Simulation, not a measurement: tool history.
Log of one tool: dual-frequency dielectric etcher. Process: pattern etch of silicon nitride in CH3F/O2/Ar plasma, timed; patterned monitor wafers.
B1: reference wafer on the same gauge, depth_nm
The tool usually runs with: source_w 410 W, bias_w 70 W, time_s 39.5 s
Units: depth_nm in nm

run 1 day=0 | source_w=410 bias_w=70 time_s=39.5 | B1=32.16 | depth_nm=30.37
run 2 day=1.738 | source_w=450 bias_w=70 time_s=44.5 | B1=32.19 | depth_nm=34.94
run 3 day=3.508 | source_w=450 bias_w=70 time_s=44.5 | B1=32.23 | depth_nm=35.15
run 4 day=5.204 | source_w=410 bias_w=70 time_s=39.5 | B1=32.21 | depth_nm=30.7
run 5 day=6.583 | source_w=410 bias_w=70 time_s=39.5 | B1=32.2 | depth_nm=30.68
-- day=9.517 wet clean of the chamber
run 6 day=9.538 | source_w=410 bias_w=60 time_s=39.5 | B1=32.18 | depth_nm=29.89
run 7 day=10.721 | source_w=410 bias_w=70 time_s=39.5 | B1=32.16 | depth_nm=31.78
run 8 day=11.771 | source_w=410 bias_w=70 time_s=39.5 | B1=32.24 | depth_nm=31.65
run 9 day=14.404 | source_w=410 bias_w=70 time_s=39.5 | B1=32.19 | depth_nm=31.97
-- day=17.325 wet clean of the chamber, repeated, since the last time left the tool worse
-- day=17.888 upper electrode replaced
run 10 day=17.908 | source_w=410 bias_w=70 time_s=47.5 | B1=32.2 | depth_nm=35.96
run 11 day=20.05 | source_w=410 bias_w=70 time_s=39.5 | B1=32.21 | depth_nm=30.3
-- day=21.154 bias power generator calibrated
run 12 day=21.912 | source_w=340 bias_w=84 time_s=39.5 | B1=32.19 | depth_nm=31.14
run 13 day=23.179 | source_w=470 bias_w=78 time_s=39.5 | B1=32.24 | depth_nm=32.57
-- day=23.429 gauge calibrated
-- day=25.042 source power generator calibrated
run 14 day=27.55 | source_w=450 bias_w=70 time_s=44.5 | B1=32.19 | depth_nm=35.26
run 15 day=29.833 | source_w=500 bias_w=83 time_s=47.5 | B1=32.23 | depth_nm=41.2
-- day=32.629 wet clean of the chamber
run 16 day=32.65 | source_w=460 bias_w=70 time_s=39.5 | B1=32.21 | depth_nm=30.56
run 17 day=34.096 | source_w=320 bias_w=77 time_s=49 | B1=32.2 | depth_nm=36.38
run 18 day=36.583 | source_w=410 bias_w=61 time_s=29.5 | B1=32.22 | depth_nm=21.27
run 19 day=39.1 | source_w=410 bias_w=61 time_s=39.5 | B1=32.2 | depth_nm=28.7
run 20 day=41.312 | source_w=350 bias_w=57 time_s=39.5 | B1=32.21 | depth_nm=26.99

Here are 4 independent what-if runs from the current tool condition. What would each one return?
run A day=41.329 | source_w=350 bias_w=70 time_s=39.5 | B1=? | depth_nm=?
run B day=41.329 | source_w=320 bias_w=86 time_s=39.5 | B1=? | depth_nm=?
run C day=41.329 | source_w=340 bias_w=56 time_s=39.5 | B1=? | depth_nm=?
run D day=41.329 | source_w=410 bias_w=83 time_s=49 | B1=? | depth_nm=?

run=A B1=32.13 depth_nm=29.31
run=B B1=32.13 depth_nm=31.15
run=C B1=32.13 depth_nm=26.81
run=D B1=32.13 depth_nm=40.11
The same runs, with their run-to-run variation unchanged, on a tool lacking any hidden condition would have given:
run=A depth_nm=28.97
run=B depth_nm=30.8
run=C depth_nm=26.51
run=D depth_nm=39.65
